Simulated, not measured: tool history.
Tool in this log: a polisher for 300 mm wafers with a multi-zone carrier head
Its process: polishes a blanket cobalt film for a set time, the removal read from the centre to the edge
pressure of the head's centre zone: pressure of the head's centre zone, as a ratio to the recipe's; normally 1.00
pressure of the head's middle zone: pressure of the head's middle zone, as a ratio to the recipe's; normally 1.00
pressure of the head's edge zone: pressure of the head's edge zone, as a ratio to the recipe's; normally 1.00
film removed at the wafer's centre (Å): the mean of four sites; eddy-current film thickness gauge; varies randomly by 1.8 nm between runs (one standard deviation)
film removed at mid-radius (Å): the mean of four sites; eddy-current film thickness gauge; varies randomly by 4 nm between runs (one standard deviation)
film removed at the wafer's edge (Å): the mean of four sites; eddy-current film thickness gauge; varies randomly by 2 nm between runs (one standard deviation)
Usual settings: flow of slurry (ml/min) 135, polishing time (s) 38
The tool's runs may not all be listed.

| run | hour | flow of slurry (ml/min) | pressure of the head's centre zone | pressure of the head's middle zone | pressure of the head's edge zone | polishing time (s) | wafers since the last listed run | wafers polished on this pad | hours since the slurry nozzle was cleaned | hours since the centre zone pressure was calibrated | hours since the edge zone pressure was calibrated | hours since the carrier head's membrane was replaced | incoming thickness of the incoming film, nm | film removed at the wafer's centre (Å) | film removed at mid-radius (Å) | film removed at the wafer's edge (Å) |
|---|---|---|---|---|---|---|---|---|---|---|---|---|---|---|---|---|
| 1 | 0.0 | 135 | 1.00 | 1.00 | 1.00 | 38 | 0 | 4263 | 526.9 | 455.0 | 576.2 | 96.3 | 848.1 | 2959 | 2875 | 2900 |
|  | 11.4 | slurry nozzle cleaned |
| 2 | 59.0 | 135 | 1.00 | 1.00 | 1.00 | 38 | 1096 | 5359 | 47.6 | 514.0 | 635.2 | 155.3 | 821.3 | 2902 | 2830 | 2818 |
|  | 157.9 | centre zone pressure recalibrated |
| 3 | 158.5 | 135 | 0.97 | 1.00 | 1.00 | 38 | 1843 | 7202 | 147.1 | 0.6 | 734.7 | 254.8 | 844.7 | 2686 | 2720 | 2762 |
|  | 189.4 | edge zone pressure recalibrated |
|  | 273.3 | worn pad replaced by a new one |
| 4 | 454.7 | 135 | 0.97 | 1.00 | 1.00 | 38 | 5486 | 3428 | 443.3 | 296.8 | 265.3 | 551.0 | 834.6 | 2834 | 2857 | 2926 |
|  | 498.8 | carrier head's membrane replaced by a new one |
| 5 | 509.0 | 135 | 0.97 | 1.00 | 1.00 | 38 | 931 | 4360 | 497.6 | 351.1 | 319.6 | 10.2 | 831.1 | 2787 | 2833 | 2920 |
|  | 559.0 | slurry nozzle cleaned |
| 6 | 579.5 | 135 | 1.00 | 1.00 | 1.00 | 33 | 1313 | 5674 | 20.5 | 421.6 | 390.1 | 80.7 | 841.6 | 2483 | 2406 | 2480 |
| 7 | 645.0 | 135 | 1.00 | 1.00 | 1.00 | 33 | 1238 | 6912 | 86.0 | 487.1 | 455.6 | 146.2 | 840.3 | 2458 | 2387 | 2423 |
| 8 | 725.4 | 135 | 1.00 | 1.00 | 1.00 | 33 | 1519 | 8432 | 166.4 | 567.5 | 536.0 | 226.6 | 829.9 | 2442 | 2332 | 2364 |
|  | 730.4 | worn pad replaced by a new one |
| 9 | 771.5 | 135 | 1.00 | 1.00 | 1.00 | 38 | 795 | 776 | 212.5 | 613.6 | 582.1 | 272.7 | 820.0 | 3015 | 2846 | 2938 |
|  | 870.2 | centre zone pressure recalibrated |
| 10 | 870.7 | 135 | 1.00 | 1.00 | 1.00 | 38 | 1837 | 2614 | 311.7 | 0.5 | 681.3 | 371.9 | 816.8 | 2870 | 2870 | 2885 |
| 11 | 907.9 | 135 | 1.03 | 0.93 | 1.06 | 38 | 703 | 3317 | 348.9 | 37.7 | 718.5 | 409.1 | 821.3 | 2944 | 2750 | 2986 |
| 12 | 975.1 | 135 | 1.00 | 1.00 | 1.00 | 38 | 1270 | 4587 | 416.1 | 104.9 | 785.7 | 476.3 | 825.9 | 2842 | 2805 | 2867 |
|  | 1002.4 | edge zone pressure recalibrated |
|  | 1011.6 | slurry nozzle cleaned |
| 13 | 1076.5 | 135 | 1.00 | 1.00 | 1.00 | 38 | 1860 | 6447 | 64.9 | 206.3 | 74.1 | 577.7 | 842.5 | 2829 | 2765 | 2804 |
|  | 1084.9 | carrier head's membrane replaced by a new one |
| 14 | 1135.3 | 135 | 1.04 | 1.00 | 0.94 | 32 | 1017 | 7465 | 123.7 | 265.1 | 132.9 | 50.4 | 835.2 | 2457 | 2269 | 2253 |
| 15 | 1215.2 | 155 | 1.00 | 1.00 | 1.00 | 38 | 1510 | 8975 | 203.6 | 345.0 | 212.8 | 130.3 | 828.4 | 2786 | 2686 | 2736 |
|  | 1267.0 | worn pad replaced by a new one |
| 16 | 1267.5 | 135 | 1.06 | 1.06 | 1.00 | 46 | 913 | 8 | 255.9 | 397.3 | 265.1 | 182.6 | 824.1 | 3763 | 3577 | 3511 |
| 17 | 1355.4 | 135 | 1.00 | 1.09 | 1.00 | 34 | 1661 | 1670 | 343.8 | 485.2 | 353.0 | 270.5 | 827.1 | 2659 | 2687 | 2624 |
|  | 1407.3 | centre zone pressure recalibrated |
| 18 | 1457.5 | 135 | 1.00 | 0.90 | 1.00 | 30 | 1892 | 3562 | 445.9 | 50.2 | 455.1 | 372.6 | 829.5 | 2248 | 2099 | 2315 |
|  | 1546.2 | slurry nozzle cleaned |
| 19 | 1563.1 | 135 | 1.00 | 1.00 | 1.00 | 38 | 1977 | 5540 | 16.9 | 155.8 | 560.7 | 478.2 | 832.9 | 2799 | 2762 | 2824 |
|  | 1602.4 | carrier head's membrane replaced by a new one |
| 20 | 1640.1 | 135 | 1.00 | 0.92 | 1.00 | 33 | 1361 | 6901 | 93.9 | 232.8 | 637.7 | 37.7 | 842.6 | 2422 | 2289 | 2425 |
|  | 1666.1 | edge zone pressure recalibrated |
|  | 1682.7 | worn pad replaced by a new one |
| 21 | 1685.7 | 90 | 0.91 | 1.09 | 1.05 | 38 | 748 | 56 | 139.5 | 278.4 | 19.6 | 83.3 | 829.6 | 2500 | 2907 | 2881 |
| 22 | 1727.2 | 135 | 0.89 | 1.00 | 1.00 | 38 | 784 | 841 | 181.0 | 319.9 | 61.1 | 124.8 | 836.0 | 2635 | 2890 | 2921 |
| 23 | 1770.0 | 135 | 1.00 | 0.88 | 1.00 | 30 | 809 | 1650 | 223.8 | 362.7 | 103.9 | 167.6 | 826.9 | 2312 | 2026 | 2348 |

Run-by-run hidden state of the tool:
slurry flow missing at the pad, %: 0 across all the runs
deviation of the edge zone's pressure from its setpoint, %: 0 across all the runs
H1: removal rate lost through wear of the pad, %
H2: deviation of the centre zone's pressure from its setpoint, %
| run | H1 | H2 |
|---|---|---|
| 1 | 1.75 | 3.17 |
| 2 | 2.7 | 3.54 |
| 3 | 4.81 | 0.215 |
| 4 | 1.32 | 2.07 |
| 5 | 2.02 | 2.41 |
| 6 | 3.21 | 2.85 |
| 7 | 4.59 | 3.26 |
| 8 | 6.66 | 3.77 |
| 9 | 0.462 | 4.06 |
| 10 | 1.02 | 0.121 |
| 11 | 1.39 | 0.354 |
| 12 | 2.27 | 0.775 |
| 13 | 4.14 | 1.41 |
| 14 | 5.52 | 1.78 |
| 15 | 7.73 | 2.28 |
| 16 | 0.0927 | 2.61 |
| 17 | 0.336 | 3.16 |
| 18 | 1.22 | -0.256 |
| 19 | 2.82 | 0.406 |
| 20 | 4.43 | 0.889 |
| 21 | 0.152 | 1.17 |
| 22 | 0.214 | 1.43 |
| 23 | 0.39 | 1.7 |

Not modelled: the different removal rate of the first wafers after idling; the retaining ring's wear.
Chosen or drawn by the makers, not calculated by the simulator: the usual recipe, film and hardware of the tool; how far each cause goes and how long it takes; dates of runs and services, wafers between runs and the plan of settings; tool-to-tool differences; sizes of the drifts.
